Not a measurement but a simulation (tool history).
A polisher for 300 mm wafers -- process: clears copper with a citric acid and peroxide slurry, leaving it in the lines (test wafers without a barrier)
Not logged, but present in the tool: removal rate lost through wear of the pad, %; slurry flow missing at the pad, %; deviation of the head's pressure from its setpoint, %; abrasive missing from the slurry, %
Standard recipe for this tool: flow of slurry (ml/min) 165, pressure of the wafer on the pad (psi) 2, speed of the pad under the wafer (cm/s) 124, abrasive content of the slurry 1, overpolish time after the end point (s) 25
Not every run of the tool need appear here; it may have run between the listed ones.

run,hour,flow of slurry (ml/min),pressure of the wafer on the pad (psi),speed of the pad under the wafer (cm/s),abrasive content of the slurry,overpolish time after the end point (s),wafers since the last listed run,wafers polished on this pad,hours since the slurry nozzle was cleaned,hours since the head pressure was calibrated,hours since the slurry blender was calibrated,"incoming thickness of the incoming film, nm",time until the end point was called (s),dishing of a wide line in a test structure (Å)
1,0,165,2,124,1,25,0,2412,394.9,273,383.4,246.4,141.2,277
# hour 69: slurry blender recalibrated
2,95.9,165,2,124,1,25,797,3210,490.8,368.9,26.9,245.5,144.1,267
# hour 125.8: slurry nozzle cleaned
# hour 188.8: worn pad replaced by a new one
3,189.3,165,2,124,1,25,751,3,63.5,462.3,120.3,244,129.3,287
4,406.7,165,2,124,1,25,1847,1851,280.9,679.7,337.7,247.8,136.5,288
5,471.4,165,2,124,1,25,549,2400,345.6,744.4,402.4,246,141.4,277
# hour 530.7: slurry blender recalibrated
6,554.9,165,2,124,1,25,692,3093,429.1,827.9,24.2,246.2,141.6,273
# hour 563: slurry nozzle cleaned
7,593.6,165,2,124,1,25,320,3413,30.6,866.6,62.9,245.6,128.8,286
# hour 623.3: worn pad replaced by a new one
8,686.1,165,2,124,1,25,751,533,123.1,959.1,155.4,244.3,130.7,288
9,758.5,165,2,124,1,22,615,1148,195.5,1031.5,227.8,244,132.6,252
10,826.8,165,2,124,1,22,580,1729,263.8,1099.8,296.1,246,136.7,258
11,897,165,2,124,1,22,596,2325,334,1170,366.3,245.8,133.7,253
12,985.6,165,2,124,1,25,752,3078,422.6,1258.6,454.9,241.9,136.5,271
# hour 1005.2: slurry blender recalibrated
# hour 1007.9: slurry nozzle cleaned
13,1069.8,195,2,124,1,25,689,3768,61.9,1342.8,64.6,242.3,129.2,299
# hour 1097.4: worn pad replaced by a new one
# hour 1125.9: head pressure recalibrated
14,1132.4,165,2,108,1,29,480,280,124.5,6.5,127.2,248.3,155.3,285
15,1225.4,195,2,124,1,33,790,1070,217.5,99.5,220.2,245.5,132.7,365
16,1262,150,2,98,1.15,25,310,1381,254.1,136.1,256.8,242.6,167.3,238
17,1314.2,145,2,150,1,25,443,1825,306.3,188.3,309,244.7,116.5,320
# hour 1392.7: slurry blender recalibrated
18,1417.8,165,2,124,1,25,863,2688,409.9,291.9,25.1,244.2,138.8,277
# hour 1487.3: worn pad replaced by a new one
19,1487.8,165,2,124,1,25,560,4,479.9,361.9,95.1,246.4,146.4,268
# hour 1517.7: slurry nozzle cleaned
20,1556.1,140,2,124,0.7,15,571,576,38.4,430.2,163.4,247.7,147.7,161
21,1694.7,165,2,96,1,25,1177,1753,177,568.8,302,243.8,170.8,231
22,1753.6,165,2,124,1,25,500,2254,235.9,627.7,360.9,239.6,132.1,284
# hour 1794: slurry blender recalibrated
23,1815.2,165,2.6,124,1,19,506,2760,297.5,689.3,21.2,246.8,105,283
24,1888.9,165,2,124,1,25,626,3386,371.2,763,94.9,245.6,138.7,274
# hour 1900.8: worn pad replaced by a new one
25,1935.8,165,2,156,1,25,364,297,418.1,809.9,141.8,245.5,113.9,334
26,1982.3,210,2,146,1,25,395,692,464.6,856.4,188.3,245.8,118,320
27,2020.2,165,2,168,0.7,25,322,1014,502.5,894.3,226.2,244.9,120.1,308

5 ways to go on from here, each from the tool as it stands after run 27. What would each give?
A,2020.7,165,2,124,1,25,4,1018,503,894.8,226.7,246.3,?,?
B,2020.7,145,2,124,1,25,4,1018,503,894.8,226.7,246.3,?,?
C,2020.7,120,2.3,102,1,11,4,1018,503,894.8,226.7,246.3,?,?
D,2020.7,210,2,82,0.7,25,4,1018,503,894.8,226.7,246.3,?,?
E,2020.7,165,1.5,142,1,25,4,1018,503,894.8,226.7,246.3,?,?

run,time until the end point was called (s),dishing of a wide line in a test structure (Å)
A,149.3,262
B,154.8,254
C,173.4,109
D,228.6,180
E,173.1,228
With no hidden state in the tool, these same runs would have given:
run,time until the end point was called (s),dishing of a wide line in a test structure (Å)
A,133.1,288
B,136,283
C,148.9,126
D,208.5,196
E,154.3,252
